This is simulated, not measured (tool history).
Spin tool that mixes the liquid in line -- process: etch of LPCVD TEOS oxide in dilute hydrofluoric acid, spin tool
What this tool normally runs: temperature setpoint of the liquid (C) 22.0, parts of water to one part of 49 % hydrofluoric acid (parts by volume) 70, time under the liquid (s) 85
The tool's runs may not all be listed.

run     day  temperature setpoint of the liquid (C)  parts of water to one part of 49 % hydrofluoric acid (parts by volume)  time under the liquid (s)  wafers since the last listed run  hours since the thermometer was replaced  hours since the hydrofluoric acid flow meter was replaced  hours since the gauge calibration  read-back film thickness of the LPCVD TEOS oxide reference wafer, read on the same gauge (nm)  thickness taken off the LPCVD TEOS oxide on a monitor wafer (nm)
  1   0.000                                    22.0                                                                      70                         85                                 0                                     905.2                                                      818.8                              179.2                                                                                          79.99                                                             26.61
  2   0.667                                    22.0                                                                      70                         85                               189                                     921.2                                                      834.8                              195.2                                                                                          79.97                                                             26.62
  3   1.196                                    22.0                                                                      45                        115                               150                                     933.9                                                      847.5                              207.9                                                                                          79.99                                                             57.43
  4   1.929                                    22.0                                                                      45                        115                               208                                     951.5                                                      865.1                              225.5                                                                                          80.03                                                             58.22
  5   4.042                                    22.0                                                                      70                         85                               599                                    1002.2                                                      915.8                              276.2                                                                                          79.95                                                             26.62
  6   4.458                                    22.0                                                                      70                         85                               118                                    1012.2                                                      925.8                              286.2                                                                                          80.01                                                             26.40
  7   4.896                                    22.0                                                                      70                         85                               124                                    1022.7                                                      936.3                              296.7                                                                                          80.03                                                             26.48
  8   5.179                                    22.0                                                                      70                         85                                80                                    1029.5                                                      943.1                              303.5                                                                                          79.98                                                             26.47
  9   5.483                                    22.0                                                                      70                         85                                86                                    1036.8                                                      950.4                              310.8                                                                                          80.03                                                             26.24
 10   5.804                                    22.0                                                                      70                         85                                91                                    1044.5                                                      958.1                              318.5                                                                                          79.98                                                             26.16
 11   6.108                                    22.0                                                                      70                         85                                86                                    1051.8                                                      965.4                              325.8                                                                                          79.99                                                             26.56
 12   6.608                                    22.0                                                                      70                         85                               141                                    1063.8                                                      977.4                              337.8                                                                                          80.01                                                             26.34
      6.800  -- gauge calibrated
 13   7.554                                    22.0                                                                      70                         85                               268                                    1086.5                                                     1000.1                               18.1                                                                                          80.06                                                             26.31
 14   7.833                                    22.0                                                                      70                         85                                79                                    1093.2                                                     1006.8                               24.8                                                                                          79.99                                                             25.83
 15   8.188                                    24.5                                                                      70                         65                               100                                    1101.7                                                     1015.3                               33.3                                                                                          79.98                                                             22.33
 16   8.571                                    22.0                                                                      90                         85                               108                                    1110.9                                                     1024.5                               42.5                                                                                          79.98                                                             19.88
 17   9.300                                    22.0                                                                      70                         85                               206                                    1128.4                                                     1042.0                               60.0                                                                                          80.01                                                             26.13
 18   9.625                                    22.0                                                                      70                         85                                92                                    1136.2                                                     1049.8                               67.8                                                                                          80.02                                                             26.04
 19  10.138                                    22.0                                                                      70                         85                               145                                    1148.5                                                     1062.1                               80.1                                                                                          79.98                                                             25.85
     10.579  -- thermometer replaced
 20  10.846                                    22.0                                                                      70                        115                               189                                       6.4                                                     1079.1                               97.1                                                                                          79.98                                                             32.81
 21  11.354                                    20.0                                                                      70                         85                               144                                      18.6                                                     1091.3                              109.3                                                                                          80.00                                                             22.02
     11.425  -- hydrofluoric acid flow meter replaced
 22  11.833                                    18.0                                                                      95                         55                               124                                      30.1                                                        9.8                              120.8                                                                                          80.02                                                             10.81
 23  12.196                                    22.0                                                                      70                         85                               102                                      38.8                                                       18.5                              129.5                                                                                          79.98                                                             27.49
 24  14.167                                    25.0                                                                      90                        120                               559                                      86.1                                                       65.8                              176.8                                                                                          80.01                                                             32.91
 25  14.625                                    20.0                                                                      95                        110                               130                                      97.1                                                       76.8                              187.8                                                                                          80.02                                                             23.20
 26  15.067                                    19.0                                                                     100                         70                               125                                     107.7                                                       87.4                              198.4                                                                                          80.01                                                             13.61
 27  15.592                                    22.0                                                                      55                         85                               149                                     120.3                                                      100.0                              211.0                                                                                          80.02                                                             35.83
 28  15.854                                    22.0                                                                     100                         85                                74                                     126.6                                                      106.3                              217.3                                                                                          79.98                                                             18.48
 29  16.550                                    23.5                                                                      70                         85                               197                                     143.3                                                      123.0                              234.0                                                                                          80.01                                                             28.90

Consider 5 possible next runs. They are alternatives, not a sequence: every one starts from the tool as it was left by run 29. What does each give?
  A  16.567                                    22.0                                                                      70                         85                                 4                                     143.7                                                      123.4                              234.4                                                                                              ?                                                                 ?
  B  16.567                                    19.5                                                                      95                         40                                 4                                     143.7                                                      123.4                              234.4                                                                                              ?                                                                 ?
  C  16.567                                    17.0                                                                      95                         55                                 4                                     143.7                                                      123.4                              234.4                                                                                              ?                                                                 ?
  D  16.567                                    18.5                                                                      70                         85                                 4                                     143.7                                                      123.4                              234.4                                                                                              ?                                                                 ?
  E  16.567                                    17.5                                                                      80                        100                                 4                                     143.7                                                      123.4                              234.4                                                                                              ?                                                                 ?

run  read-back film thickness of the LPCVD TEOS oxide reference wafer, read on the same gauge (nm)  thickness taken off the LPCVD TEOS oxide on a monitor wafer (nm)
  A                                                                                          79.99                                                             27.40
  B                                                                                          79.99                                                              8.32
  C                                                                                          79.99                                                             10.31
  D                                                                                          79.99                                                             23.69
  E                                                                                          79.99                                                             23.11
What these runs would have given with no unlogged condition in the tool:
run  thickness taken off the LPCVD TEOS oxide on a monitor wafer (nm)
  A                                                             27.67
  B                                                              8.40
  C                                                             10.41
  D                                                             23.90
  E                                                             23.32
